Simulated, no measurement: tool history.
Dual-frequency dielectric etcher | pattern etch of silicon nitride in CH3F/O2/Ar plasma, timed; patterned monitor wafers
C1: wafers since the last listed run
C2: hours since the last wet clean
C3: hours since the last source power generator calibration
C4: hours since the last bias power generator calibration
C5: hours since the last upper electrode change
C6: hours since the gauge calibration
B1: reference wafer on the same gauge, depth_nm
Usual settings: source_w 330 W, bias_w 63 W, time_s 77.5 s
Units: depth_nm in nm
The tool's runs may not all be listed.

Run 1, hour 0: usual settings; C1 0; C2 390.6; C3 1995.6; C4 4091.5; C5 2078.7; C6 121.9; B1 51.65. Result: depth_nm 46.48 nm.
Run 2, hour 11: usual settings; C1 147; C2 401.6; C3 2006.6; C4 4102.5; C5 2089.7; C6 132.9; B1 51.65. Result: depth_nm 46.73 nm.
Run 3, hour 22.1: usual settings; C1 149; C2 412.7; C3 2017.7; C4 4113.6; C5 2100.8; C6 144; B1 51.7. Result: depth_nm 46.32 nm.
Run 4, hour 72: usual settings; C1 669; C2 462.6; C3 2067.6; C4 4163.5; C5 2150.7; C6 193.9; B1 51.7. Result: depth_nm 46.27 nm.
Run 5, hour 86: usual settings; C1 187; C2 476.6; C3 2081.6; C4 4177.5; C5 2164.7; C6 207.9; B1 51.74. Result: depth_nm 47.28 nm.
Run 6, hour 94: usual settings but bias_w 58 W; C1 107; C2 484.6; C3 2089.6; C4 4185.5; C5 2172.7; C6 215.9; B1 51.77. Result: depth_nm 44.68 nm.
Run 7, hour 102.5: usual settings; C1 114; C2 493.1; C3 2098.1; C4 4194; C5 2181.2; C6 224.4; B1 51.72. Result: depth_nm 47.38 nm.
Run 8, hour 112.6: usual settings; C1 135; C2 503.2; C3 2108.2; C4 4204.1; C5 2191.3; C6 234.5; B1 51.65. Result: depth_nm 47.35 nm.
Run 9, hour 125.7: usual settings; C1 175; C2 516.3; C3 2121.3; C4 4217.2; C5 2204.4; C6 247.6; B1 51.72. Result: depth_nm 46.38 nm.
Run 10, hour 136: usual settings; C1 138; C2 526.6; C3 2131.6; C4 4227.5; C5 2214.7; C6 257.9; B1 51.81. Result: depth_nm 46.92 nm.
Run 11, hour 150.6: usual settings; C1 196; C2 541.2; C3 2146.2; C4 4242.1; C5 2229.3; C6 272.5; B1 51.72. Result: depth_nm 47.67 nm.
Run 12, hour 159.4: usual settings; C1 118; C2 550; C3 2155; C4 4250.9; C5 2238.1; C6 281.3; B1 51.68. Result: depth_nm 46.81 nm.
Run 13, hour 177.1: usual settings; C1 237; C2 567.7; C3 2172.7; C4 4268.6; C5 2255.8; C6 299; B1 51.78. Result: depth_nm 46.9 nm.
Run 14, hour 193.9: usual settings but source_w 250 W, bias_w 49 W, time_s 69.5 s; C1 225; C2 584.5; C3 2189.5; C4 4285.4; C5 2272.6; C6 315.8; B1 51.68. Result: depth_nm 31.51 nm.
At hour 201.8: source power generator calibrated.
At hour 238.1: wet clean of the chamber.
Run 15, hour 238.6: usual settings; C1 224; C2 0.5; C3 36.8; C4 4330.1; C5 2317.3; C6 360.5; B1 51.78. Result: depth_nm 45.23 nm.
Run 16, hour 238.9: usual settings; C1 4; C2 0.8; C3 37.1; C4 4330.4; C5 2317.6; C6 360.8; B1 51.79. Result: depth_nm 45.44 nm.
Run 17, hour 253: usual settings but source_w 250 W, bias_w 52 W, time_s 71 s; C1 189; C2 14.9; C3 51.2; C4 4344.5; C5 2331.7; C6 374.9; B1 51.58. Result: depth_nm 32.06 nm.
Run 18, hour 260.1: usual settings but source_w 300 W, time_s 66.5 s; C1 95; C2 22; C3 58.3; C4 4351.6; C5 2338.8; C6 382; B1 51.7. Result: depth_nm 36.81 nm.
At hour 284: gauge calibrated.
At hour 285.3: bias power generator calibrated.
At hour 293.3: upper electrode replaced.
Run 19, hour 293.8: usual settings but bias_w 71 W; C1 291; C2 55.7; C3 92; C4 8.5; C5 0.5; C6 9.8; B1 51.66. Result: depth_nm 48.24 nm.
Run 20, hour 294.1: usual settings but time_s 87.5 s; C1 4; C2 56; C3 92.3; C4 8.8; C5 0.8; C6 10.1; B1 51.82. Result: depth_nm 51.24 nm.
Run 21, hour 336.1: usual settings; C1 563; C2 98; C3 134.3; C4 50.8; C5 42.8; C6 52.1; B1 51.67. Result: depth_nm 45.85 nm.
Run 22, hour 350.9: usual settings but bias_w 69 W; C1 198; C2 112.8; C3 149.1; C4 65.6; C5 57.6; C6 66.9; B1 51.85. Result: depth_nm 47.99 nm.
Run 23, hour 358.2: usual settings but time_s 71.5 s; C1 98; C2 120.1; C3 156.4; C4 72.9; C5 64.9; C6 74.2; B1 51.61. Result: depth_nm 42.06 nm.
Run 24, hour 367.8: usual settings but source_w 410 W; C1 128; C2 129.7; C3 166; C4 82.5; C5 74.5; C6 83.8; B1 51.74. Result: depth_nm 51.14 nm.
Run 25, hour 378.1: usual settings but time_s 62.5 s; C1 138; C2 140; C3 176.3; C4 92.8; C5 84.8; C6 94.1; B1 51.52. Result: depth_nm 36.91 nm.
Run 26, hour 394.2: usual settings; C1 216; C2 156.1; C3 192.4; C4 108.9; C5 100.9; C6 110.2; B1 51.71. Result: depth_nm 46.17 nm.
Run 27, hour 406.5: usual settings but bias_w 71 W, time_s 93.5 s; C1 165; C2 168.4; C3 204.7; C4 121.2; C5 113.2; C6 122.5; B1 51.58. Result: depth_nm 58.88 nm.

Hidden state or all else? Some run-to-run changes of depth_nm, split into what the settings, what came in and random variation would give without the hidden state, and what is left for the hidden state (with any gauge scatter that isn't in both results):
The hidden state here: etch rate over this chamber's usual, %; source power that arrives over what is set, %; bias power that arrives over what is set, %; gauge reads high (%).
Run 13 -> 14: source_w 330 -> 250, bias_w 63 -> 49, time_s 77.5 -> 69.5. depth_nm -15.39 nm: hidden state -0.64, all else -14.75.
Run 14 -> 15: source_w 250 -> 330, bias_w 49 -> 63, time_s 69.5 -> 77.5, source power generator calibrated, wet clean of the chamber. depth_nm +13.72 nm: hidden state -1.44, all else +15.16.
Run 24 -> 25: source_w 410 -> 330, time_s 77.5 -> 62.5. depth_nm -14.23 nm: hidden state -0.13, all else -14.1.
